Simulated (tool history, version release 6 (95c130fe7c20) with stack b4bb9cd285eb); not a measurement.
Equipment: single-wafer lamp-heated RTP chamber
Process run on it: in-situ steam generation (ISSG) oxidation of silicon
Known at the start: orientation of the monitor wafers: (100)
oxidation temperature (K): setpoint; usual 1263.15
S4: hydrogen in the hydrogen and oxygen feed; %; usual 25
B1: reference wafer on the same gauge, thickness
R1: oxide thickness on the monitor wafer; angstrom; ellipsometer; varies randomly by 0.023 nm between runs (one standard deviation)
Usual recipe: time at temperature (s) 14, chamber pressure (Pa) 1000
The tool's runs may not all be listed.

Run 1, hour 0.0: usual settings but time at temperature (s) 15; B1 4.685. Result: R1 46.74 angstrom.
Run 2, hour 40.6: usual settings but time at temperature (s) 17; B1 4.692. Result: R1 49.83 angstrom.
Run 3, hour 89.4: usual settings but time at temperature (s) 17; B1 4.692. Result: R1 49.46 angstrom.
Run 4, hour 146.8: usual settings but time at temperature (s) 17; B1 4.695. Result: R1 49.94 angstrom.
Run 5, hour 295.1: usual settings; B1 4.691. Result: R1 46.25 angstrom.
Run 6, hour 350.5: usual settings but oxidation temperature (K) 1256.15; B1 4.689. Result: R1 45.02 angstrom.
Run 7, hour 419.4: usual settings but oxidation temperature (K) 1256.15; B1 4.693. Result: R1 45.13 angstrom.
Run 8, hour 451.9: usual settings but time at temperature (s) 17; B1 4.695. Result: R1 50.66 angstrom.
At hour 486.0: pyrometer window cleaned and pyrometer calibrated.
Run 9, hour 489.5: usual settings but oxidation temperature (K) 1277.15, time at temperature (s) 18, chamber pressure (Pa) 920, S4 31 %; B1 4.687. Result: R1 55.89 angstrom.
At hour 499.2: gauge calibrated.
Run 10, hour 535.3: usual settings but oxidation temperature (K) 1252.15; B1 4.692. Result: R1 43.50 angstrom.
At hour 638.0: pressure gauge zeroed.
At hour 718.9: hydrogen flow controller replaced.
Run 11, hour 750.1: usual settings but time at temperature (s) 17; B1 4.693. Result: R1 49.56 angstrom.
Run 12, hour 792.1: usual settings but oxidation temperature (K) 1246.15, time at temperature (s) 11, S4 30 %; B1 4.695. Result: R1 41.27 angstrom.
Run 13, hour 860.7: usual settings but chamber pressure (Pa) 920; B1 4.688. Result: R1 45.88 angstrom.
Run 14, hour 929.7: usual settings; B1 4.688. Result: R1 45.98 angstrom.
Run 15, hour 980.0: usual settings but time at temperature (s) 19, S4 32 %; B1 4.685. Result: R1 56.69 angstrom.

List, for all runs, the conditions of the tool that the log does not record:
true pressure minus gauge reading, Torr: 0 in every run
deviation of the hydrogen flow from its setpoint, %: 0 in every run
gauge reads high (%): 0 in every run
H1: true wafer temperature minus pyrometer reading, K
run       H1
  1     1.82
  2     1.95
  3     2.23
  4     2.72
  5     4.82
  6     5.91
  7      7.5
  8     8.34
  9  0.00525
 10   0.0709
 11      1.9
 12     2.55
 13     3.81
 14     5.35
 15     6.63
